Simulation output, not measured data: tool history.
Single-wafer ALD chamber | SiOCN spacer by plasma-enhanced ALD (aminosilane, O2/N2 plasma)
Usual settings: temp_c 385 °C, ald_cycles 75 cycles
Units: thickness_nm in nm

| run | hour | temp_c | ald_cycles | wafers since the last listed run | hours since the last thermocouple change | hours since the gauge calibration | read-back reference wafer on the same gauge, thickness_nm | thickness_nm |
|---|---|---|---|---|---|---|---|---|
| 1 | 0 | 390 | 75 | 0 | 1979.1 | 554.4 | 3.985 | 4.692 |
| 2 | 73.8 | 390 | 75 | 233 | 2052.9 | 628.2 | 3.979 | 4.676 |
| 3 | 123 | 390 | 75 | 155 | 2102.1 | 677.4 | 3.975 | 4.665 |
| 4 | 190.8 | 385 | 75 | 214 | 2169.9 | 745.2 | 3.974 | 4.685 |
| 5 | 269.2 | 385 | 75 | 247 | 2248.3 | 823.6 | 3.969 | 4.677 |
| 6 | 325.9 | 385 | 75 | 179 | 2305 | 880.3 | 3.966 | 4.652 |
| 7 | 379.9 | 385 | 75 | 170 | 2359 | 934.3 | 3.964 | 4.671 |
| 8 | 479.8 | 385 | 87 | 315 | 2458.9 | 1034.2 | 3.961 | 5.425 |
| 9 | 553 | 379 | 75 | 231 | 2532.1 | 1107.4 | 3.959 | 4.679 |
| 10 | 638.8 | 385 | 75 | 271 | 2617.9 | 1193.2 | 3.96 | 4.637 |
| 11 | 697.6 | 385 | 75 | 185 | 2676.7 | 1252 | 3.956 | 4.645 |
|  | 740 | gauge calibrated |
| 12 | 800.1 | 377 | 82 | 323 | 2779.2 | 60.1 | 4.043 | 5.224 |
| 13 | 854.9 | 375 | 60 | 173 | 2834 | 114.9 | 4.032 | 3.801 |
|  | 889.7 | thermocouple changed; heater temperature recalibrated |
| 14 | 1108.9 | 374 | 68 | 777 | 219.2 | 368.9 | 3.993 | 4.264 |
| 15 | 1209.1 | 378 | 67 | 316 | 319.4 | 469.1 | 3.984 | 4.169 |
| 16 | 1288.5 | 375 | 87 | 250 | 398.8 | 548.5 | 3.977 | 5.422 |
| 17 | 1361.4 | 378 | 69 | 230 | 471.7 | 621.4 | 3.972 | 4.305 |
| 18 | 1450.7 | 381 | 81 | 282 | 561 | 710.7 | 3.965 | 5.058 |
| 19 | 1556 | 397 | 79 | 332 | 666.3 | 816 | 3.964 | 4.918 |
| 20 | 1596.3 | 385 | 75 | 127 | 706.6 | 856.3 | 3.959 | 4.667 |

Forecast each of these 4 alternatives for the next run:
| A | 1596.8 | 385 | 75 | 1 | 707.1 | 856.8 | ? | ? |
| B | 1596.8 | 372 | 75 | 1 | 707.1 | 856.8 | ? | ? |
| C | 1596.8 | 381 | 75 | 1 | 707.1 | 856.8 | ? | ? |
| D | 1596.8 | 400 | 70 | 1 | 707.1 | 856.8 | ? | ? |

| run | read-back reference wafer on the same gauge, thickness_nm | thickness_nm |
|---|---|---|
| A | 3.96 | 4.672 |
| B | 3.96 | 4.672 |
| C | 3.96 | 4.672 |
| D | 3.96 | 4.345 |
Without the tool's hidden state the same runs would have given:
| run | thickness_nm |
|---|---|
| A | 4.791 |
| B | 4.791 |
| C | 4.791 |
| D | 4.456 |
